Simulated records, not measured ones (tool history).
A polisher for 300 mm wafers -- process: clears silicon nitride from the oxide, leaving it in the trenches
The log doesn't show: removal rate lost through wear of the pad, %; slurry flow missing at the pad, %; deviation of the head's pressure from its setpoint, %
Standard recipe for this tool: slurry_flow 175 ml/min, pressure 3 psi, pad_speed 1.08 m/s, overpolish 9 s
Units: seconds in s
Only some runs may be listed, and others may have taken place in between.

| run | hour | slurry_flow | pressure | pad_speed | overpolish | wafers since the last listed run | wafers polished on this pad | hours since the slurry nozzle was cleaned | hours since the head pressure was calibrated | incoming thickness of the incoming film, nm | seconds |
|---|---|---|---|---|---|---|---|---|---|---|---|
| 1 | 0 | 175 | 3 | 1.08 | 9 | 0 | 887 | 767.6 | 136.1 | 161.2 | 164.2 |
| 2 | 42.8 | 175 | 3 | 1.08 | 9 | 396 | 1283 | 810.4 | 178.9 | 159 | 168.1 |
| 3 | 110.5 | 175 | 3 | 1.08 | 9 | 626 | 1910 | 878.1 | 246.6 | 158.5 | 164.5 |
| 4 | 179.8 | 175 | 3 | 1.08 | 9 | 641 | 2551 | 947.4 | 315.9 | 159.8 | 158.1 |
|  | 196.2 | slurry nozzle cleaned |
| 5 | 227.8 | 175 | 3 | 1.08 | 9 | 435 | 2987 | 31.6 | 363.9 | 158.4 | 165 |
| 6 | 277.7 | 175 | 3 | 1.08 | 9 | 462 | 3449 | 81.5 | 413.8 | 159.4 | 163.8 |
| 7 | 318.6 | 175 | 3 | 1.08 | 9 | 378 | 3827 | 122.4 | 454.7 | 158.3 | 157.4 |
|  | 327.6 | worn pad replaced by a new one |
| 8 | 343.5 | 175 | 3 | 1.08 | 9 | 193 | 147 | 147.3 | 479.6 | 161 | 148.6 |
| 9 | 376.1 | 175 | 3 | 1.08 | 9 | 301 | 449 | 179.9 | 512.2 | 162.5 | 148.8 |
|  | 384.5 | head pressure recalibrated |
| 10 | 443.7 | 175 | 3 | 1.08 | 9 | 607 | 1056 | 247.5 | 59.2 | 159.1 | 165.3 |
| 11 | 515.5 | 175 | 3 | 1.08 | 9 | 664 | 1721 | 319.3 | 131 | 159.8 | 166.2 |
| 12 | 590.1 | 175 | 3 | 1.08 | 11 | 690 | 2412 | 393.9 | 205.6 | 162.1 | 177 |
| 13 | 660 | 175 | 3 | 1.08 | 11 | 647 | 3059 | 463.8 | 275.5 | 159.8 | 168.1 |
| 14 | 708.2 | 115 | 3 | 1.08 | 9 | 446 | 3505 | 512 | 323.7 | 157.7 | 169.9 |
|  | 758.8 | worn pad replaced by a new one |
| 15 | 768.1 | 175 | 3 | 1.08 | 9 | 517 | 85 | 571.9 | 383.6 | 158.2 | 143.7 |
|  | 823.1 | head pressure recalibrated |
| 16 | 837.2 | 175 | 3 | 1.08 | 9 | 621 | 707 | 641 | 14.1 | 160 | 157.7 |
| 17 | 901.5 | 175 | 3 | 1.08 | 11 | 595 | 1302 | 705.3 | 78.4 | 157.4 | 161.6 |
|  | 921.2 | slurry nozzle cleaned |
| 18 | 957.3 | 175 | 3.6 | 1.08 | 9 | 507 | 1809 | 36.1 | 134.2 | 160.9 | 141.3 |
| 19 | 1009.9 | 190 | 3 | 0.74 | 5 | 487 | 2296 | 88.7 | 186.8 | 158.9 | 248.9 |
| 20 | 1056.7 | 220 | 3.5 | 0.9 | 12 | 433 | 2730 | 135.5 | 233.6 | 160.8 | 171.6 |
| 21 | 1091.5 | 160 | 3 | 1.08 | 4 | 322 | 3052 | 170.3 | 268.4 | 157 | 163.6 |
|  | 1173.5 | worn pad replaced by a new one |
| 22 | 1208.3 | 220 | 3 | 1.08 | 9 | 1044 | 322 | 287.1 | 385.2 | 157.1 | 145.1 |
| 23 | 1270.5 | 225 | 3 | 0.82 | 9 | 575 | 898 | 349.3 | 447.4 | 158.3 | 191.4 |
|  | 1272.6 | head pressure recalibrated |
| 24 | 1337.3 | 175 | 2.1 | 1.08 | 9 | 599 | 1498 | 416.1 | 64.7 | 158.4 | 240.9 |
| 25 | 1373.8 | 175 | 2.5 | 1.42 | 6 | 337 | 1836 | 452.6 | 101.2 | 159.3 | 150.1 |
| 26 | 1425.1 | 175 | 3 | 1.08 | 9 | 474 | 2311 | 503.9 | 152.5 | 160.9 | 171.5 |
| 27 | 1492.6 | 145 | 2.3 | 0.9 | 12 | 624 | 2936 | 571.4 | 220 | 159.6 | 274.2 |
| 28 | 1518.1 | 160 | 3 | 1.4 | 13 | 236 | 3172 | 596.9 | 245.5 | 158 | 128.6 |
| 29 | 1545.5 | 175 | 3 | 1.08 | 9 | 253 | 3425 | 624.3 | 272.9 | 161.9 | 171.7 |
|  | 1599.1 | worn pad replaced by a new one |
| 30 | 1611.9 | 175 | 3 | 1.08 | 9 | 577 | 118 | 690.7 | 339.3 | 161 | 145.1 |
| 31 | 1638.1 | 175 | 3.8 | 0.82 | 9 | 242 | 361 | 716.9 | 365.5 | 161.9 | 160.2 |
| 32 | 1696.4 | 175 | 3 | 1.08 | 9 | 539 | 900 | 775.2 | 423.8 | 159.1 | 151.6 |
|  | 1740.5 | slurry nozzle cleaned |
| 33 | 1743.8 | 175 | 3 | 1.08 | 9 | 429 | 1330 | 3.3 | 471.2 | 162.7 | 156.3 |
|  | 1758.5 | head pressure recalibrated |
| 34 | 1799.5 | 220 | 3 | 1.34 | 9 | 497 | 1827 | 59 | 41 | 160.7 | 138.3 |
| 35 | 1869.6 | 175 | 3 | 1.08 | 9 | 649 | 2476 | 129.1 | 111.1 | 160.6 | 173.7 |
| 36 | 1905.6 | 190 | 2.4 | 1.08 | 9 | 333 | 2810 | 165.1 | 147.1 | 158.2 | 207.9 |

State the hidden condition of the tool at each of the runs:
slurry flow missing at the pad, %: 0 across all the runs
H1: removal rate lost through wear of the pad, %
H2: deviation of the head's pressure from its setpoint, %
| run | H1 | H2 |
|---|---|---|
| 1 | 6.53 | 1.89 |
| 2 | 8.17 | 2.47 |
| 3 | 10 | 3.7 |
| 4 | 11.2 | 5.36 |
| 5 | 11.8 | 6.76 |
| 6 | 12.2 | 8.41 |
| 7 | 12.5 | 9.93 |
| 8 | 1.73 | 10.9 |
| 9 | 3.88 | 12.3 |
| 10 | 7.13 | -0.195 |
| 11 | 9.35 | 0.388 |
| 12 | 10.8 | 1.46 |
| 13 | 11.6 | 2.9 |
| 14 | 12 | 4.13 |
| 15 | 0.849 | 5.94 |
| 16 | 5.1 | 0.348 |
| 17 | 7.69 | 0.602 |
| 18 | 9.21 | 1.11 |
| 19 | 10.2 | 1.83 |
| 20 | 10.9 | 2.67 |
| 21 | 11.2 | 3.42 |
| 22 | 2.96 | 6.68 |
| 23 | 6.28 | 8.89 |
| 24 | 8.64 | 0.881 |
| 25 | 9.56 | 1.14 |
| 26 | 10.5 | 1.7 |
| 27 | 11.4 | 2.77 |
| 28 | 11.7 | 3.28 |
| 29 | 11.9 | 3.88 |
| 30 | 1.27 | 5.62 |
| 31 | 3.06 | 6.41 |
| 32 | 6.13 | 8.37 |
| 33 | 7.9 | 10.2 |
| 34 | 9.4 | 0.137 |
| 35 | 10.7 | 0.592 |
| 36 | 11.1 | 0.989 |

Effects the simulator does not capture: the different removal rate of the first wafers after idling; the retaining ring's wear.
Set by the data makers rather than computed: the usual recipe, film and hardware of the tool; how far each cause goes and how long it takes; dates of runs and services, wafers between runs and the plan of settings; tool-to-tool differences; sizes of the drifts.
